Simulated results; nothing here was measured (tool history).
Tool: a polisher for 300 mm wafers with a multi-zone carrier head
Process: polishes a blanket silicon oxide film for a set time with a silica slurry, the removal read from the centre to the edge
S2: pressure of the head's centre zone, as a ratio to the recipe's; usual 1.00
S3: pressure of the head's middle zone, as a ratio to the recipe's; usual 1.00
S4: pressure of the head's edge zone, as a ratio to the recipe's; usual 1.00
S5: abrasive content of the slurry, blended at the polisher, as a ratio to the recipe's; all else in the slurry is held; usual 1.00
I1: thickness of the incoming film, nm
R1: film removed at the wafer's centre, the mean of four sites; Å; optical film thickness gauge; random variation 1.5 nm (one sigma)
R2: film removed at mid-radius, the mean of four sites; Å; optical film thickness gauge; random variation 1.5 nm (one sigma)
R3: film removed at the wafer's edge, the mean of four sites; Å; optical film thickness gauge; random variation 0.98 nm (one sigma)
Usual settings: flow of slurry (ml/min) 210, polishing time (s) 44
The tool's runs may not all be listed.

Run 1, hour 0.0: usual settings; I1 866.7. Result: R1 1409 Å, R2 1462 Å, R3 1441 Å.
Run 2, hour 34.1: usual settings; I1 867.4. Result: R1 1441 Å, R2 1470 Å, R3 1435 Å.
Run 3, hour 64.1: usual settings; I1 864.6. Result: R1 1436 Å, R2 1448 Å, R3 1430 Å.
Run 4, hour 104.3: usual settings but S3 0.95, polishing time (s) 51; I1 866.9. Result: R1 1671 Å, R2 1649 Å, R3 1648 Å.
Run 5, hour 132.9: usual settings but polishing time (s) 55; I1 868.5. Result: R1 1839 Å, R2 1844 Å, R3 1789 Å.
Run 6, hour 203.1: usual settings; I1 869.7. Result: R1 1415 Å, R2 1468 Å, R3 1442 Å.
Run 7, hour 237.6: usual settings but S2 1.11, S3 0.95, S5 0.85, polishing time (s) 57; I1 869.9. Result: R1 1880 Å, R2 1685 Å, R3 1686 Å.
Run 8, hour 288.0: usual settings but S4 0.93, S5 0.75; I1 857.8. Result: R1 1202 Å, R2 1248 Å, R3 1175 Å.
At hour 326.1: worn pad replaced by a new one.
Run 9, hour 332.0: usual settings but S4 0.93, S5 0.75; I1 864.6. Result: R1 1227 Å, R2 1249 Å, R3 1178 Å.
At hour 381.3: centre zone pressure recalibrated.
Run 10, hour 386.9: usual settings but S5 1.30, polishing time (s) 52; I1 874.3. Result: R1 1903 Å, R2 1942 Å, R3 1900 Å.
Run 11, hour 444.0: usual settings; I1 877.3. Result: R1 1436 Å, R2 1466 Å, R3 1440 Å.
Run 12, hour 490.6: usual settings; I1 862.4. Result: R1 1475 Å, R2 1478 Å, R3 1437 Å.
At hour 520.4: edge zone pressure recalibrated.
Run 13, hour 539.3: usual settings but flow of slurry (ml/min) 160, S2 1.11, S3 0.93, S4 1.08; I1 857.8. Result: R1 1477 Å, R2 1303 Å, R3 1435 Å.
At hour 572.6: worn pad replaced by a new one.
Run 14, hour 584.1: usual settings but S2 0.93; I1 885.9. Result: R1 1342 Å, R2 1438 Å, R3 1439 Å.
At hour 599.3: carrier head's membrane replaced by a new one.
Run 15, hour 640.0: usual settings; I1 876.1. Result: R1 1446 Å, R2 1464 Å, R3 1427 Å.
At hour 675.5: slurry nozzle cleaned.
Run 16, hour 704.7: usual settings but flow of slurry (ml/min) 235, S3 0.91, S5 1.10; I1 864.0. Result: R1 1524 Å, R2 1460 Å, R3 1520 Å.
Run 17, hour 767.4: usual settings but polishing time (s) 32; I1 864.9. Result: R1 1047 Å, R2 1067 Å, R3 1046 Å.
At hour 784.4: centre zone pressure recalibrated.
Run 18, hour 837.7: usual settings but S2 1.08; I1 853.6. Result: R1 1549 Å, R2 1444 Å, R3 1414 Å.

The next listed run, before its measurement:
Run 19, hour 862.9: usual settings but S2 1.08, polishing time (s) 29; I1 868.9. Result: R1 ?, R2 ?, R3 ?.

{"run 19": {"R1": 1008, "R2": 962, "R3": 934}}
Without the tool's hidden state the same run would have given R1 1008 Å, R2 962 Å, R3 934 Å.
